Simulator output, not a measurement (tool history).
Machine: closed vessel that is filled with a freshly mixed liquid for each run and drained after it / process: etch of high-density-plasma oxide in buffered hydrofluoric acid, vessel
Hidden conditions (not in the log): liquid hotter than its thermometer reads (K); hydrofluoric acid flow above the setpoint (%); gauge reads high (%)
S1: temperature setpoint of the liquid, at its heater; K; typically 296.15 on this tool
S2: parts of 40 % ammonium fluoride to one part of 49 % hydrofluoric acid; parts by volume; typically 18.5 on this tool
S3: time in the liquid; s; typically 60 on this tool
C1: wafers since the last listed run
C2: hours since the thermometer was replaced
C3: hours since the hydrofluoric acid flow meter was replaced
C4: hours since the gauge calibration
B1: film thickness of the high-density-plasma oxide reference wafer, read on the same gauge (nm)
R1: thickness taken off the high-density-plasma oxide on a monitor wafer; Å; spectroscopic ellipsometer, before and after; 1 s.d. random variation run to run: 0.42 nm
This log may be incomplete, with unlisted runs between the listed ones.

run 1 hour=0.0 | S1=296.15 S2=18.5 S3=60 | C1=0 C2=2425.6 C3=588.2 C4=130.8 | B1=110.00 | R1=618.2
run 2 hour=12.1 | S1=296.15 S2=18.5 S3=60 | C1=947 C2=2437.7 C3=600.3 C4=142.9 | B1=109.98 | R1=628.5
run 3 hour=18.3 | S1=296.15 S2=18.5 S3=60 | C1=485 C2=2443.9 C3=606.5 C4=149.1 | B1=110.01 | R1=626.8
run 4 hour=26.7 | S1=296.15 S2=18.5 S3=60 | C1=657 C2=2452.3 C3=614.9 C4=157.5 | B1=109.98 | R1=631.1
run 5 hour=34.5 | S1=296.15 S2=18.5 S3=60 | C1=610 C2=2460.1 C3=622.7 C4=165.3 | B1=110.03 | R1=624.1
run 6 hour=63.5 | S1=296.15 S2=18.5 S3=60 | C1=2269 C2=2489.1 C3=651.7 C4=194.3 | B1=110.00 | R1=628.2
run 7 hour=76.7 | S1=296.15 S2=18.5 S3=75 | C1=1033 C2=2502.3 C3=664.9 C4=207.5 | B1=110.04 | R1=776.2
run 8 hour=87.7 | S1=296.15 S2=18.5 S3=75 | C1=860 C2=2513.3 C3=675.9 C4=218.5 | B1=110.01 | R1=779.1
run 9 hour=95.9 | S1=296.15 S2=18.5 S3=60 | C1=641 C2=2521.5 C3=684.1 C4=226.7 | B1=110.00 | R1=632.7
run 10 hour=107.2 | S1=296.15 S2=18.5 S3=60 | C1=884 C2=2532.8 C3=695.4 C4=238.0 | B1=109.98 | R1=620.0
run 11 hour=119.6 | S1=296.15 S2=18.5 S3=70 | C1=970 C2=2545.2 C3=707.8 C4=250.4 | B1=109.98 | R1=728.7
-- hour=122.5 thermometer replaced
-- hour=133.9 hydrofluoric acid flow meter replaced
run 12 hour=134.4 | S1=296.15 S2=18.5 S3=70 | C1=1001 C2=11.9 C3=0.5 C4=265.2 | B1=109.99 | R1=724.9
run 13 hour=148.3 | S1=292.65 S2=16.5 S3=30 | C1=1087 C2=25.8 C3=14.4 C4=279.1 | B1=110.01 | R1=285.9
run 14 hour=156.4 | S1=292.65 S2=18.5 S3=30 | C1=633 C2=33.9 C3=22.5 C4=287.2 | B1=110.00 | R1=258.5
run 15 hour=168.8 | S1=296.15 S2=18.5 S3=60 | C1=970 C2=46.3 C3=34.9 C4=299.6 | B1=110.00 | R1=627.7
run 16 hour=186.7 | S1=296.15 S2=18.5 S3=70 | C1=1401 C2=64.2 C3=52.8 C4=317.5 | B1=109.99 | R1=729.0
run 17 hour=193.0 | S1=300.65 S2=18.5 S3=30 | C1=493 C2=70.5 C3=59.1 C4=323.8 | B1=110.02 | R1=403.9
-- hour=193.8 gauge calibrated
run 18 hour=200.4 | S1=298.15 S2=12.0 S3=85 | C1=579 C2=77.9 C3=66.5 C4=6.6 | B1=110.00 | R1=1512.7
run 19 hour=210.5 | S1=296.15 S2=18.5 S3=60 | C1=790 C2=88.0 C3=76.6 C4=16.7 | B1=109.97 | R1=624.1
run 20 hour=226.2 | S1=299.65 S2=25.0 S3=90 | C1=1228 C2=103.7 C3=92.3 C4=32.4 | B1=110.01 | R1=908.2
run 21 hour=233.4 | S1=300.65 S2=16.0 S3=60 | C1=563 C2=110.9 C3=99.5 C4=39.6 | B1=109.99 | R1=922.2
run 22 hour=247.4 | S1=292.65 S2=16.5 S3=95 | C1=1095 C2=124.9 C3=113.5 C4=53.6 | B1=109.99 | R1=906.2
run 23 hour=263.4 | S1=296.15 S2=18.5 S3=60 | C1=1252 C2=140.9 C3=129.5 C4=69.6 | B1=109.98 | R1=631.7
run 24 hour=271.5 | S1=292.15 S2=21.5 S3=30 | C1=633 C2=149.0 C3=137.6 C4=77.7 | B1=110.01 | R1=222.1
run 25 hour=288.1 | S1=296.15 S2=18.5 S3=60 | C1=1299 C2=165.6 C3=154.2 C4=94.3 | B1=110.04 | R1=627.3

Alternative continuations, all from the tool just after run 25; predict every row:
run A hour=288.8 | S1=297.65 S2=18.5 S3=60 | C1=54 C2=166.3 C3=154.9 C4=95.0 | B1=? | R1=?
run B hour=288.8 | S1=291.65 S2=18.5 S3=30 | C1=54 C2=166.3 C3=154.9 C4=95.0 | B1=? | R1=?
run C hour=288.8 | S1=296.15 S2=18.5 S3=40 | C1=54 C2=166.3 C3=154.9 C4=95.0 | B1=? | R1=?
run D hour=288.8 | S1=294.15 S2=13.0 S3=70 | C1=54 C2=166.3 C3=154.9 C4=95.0 | B1=? | R1=?

run=A B1=109.97 R1=684.4
run=B B1=109.97 R1=245.2
run=C B1=109.97 R1=420.3
run=D B1=109.97 R1=931.6
With the hidden condition removed and each run's random variation left untouched, the same runs would have given:
run=A R1=684.4
run=B R1=245.2
run=C R1=420.3
run=D R1=931.6

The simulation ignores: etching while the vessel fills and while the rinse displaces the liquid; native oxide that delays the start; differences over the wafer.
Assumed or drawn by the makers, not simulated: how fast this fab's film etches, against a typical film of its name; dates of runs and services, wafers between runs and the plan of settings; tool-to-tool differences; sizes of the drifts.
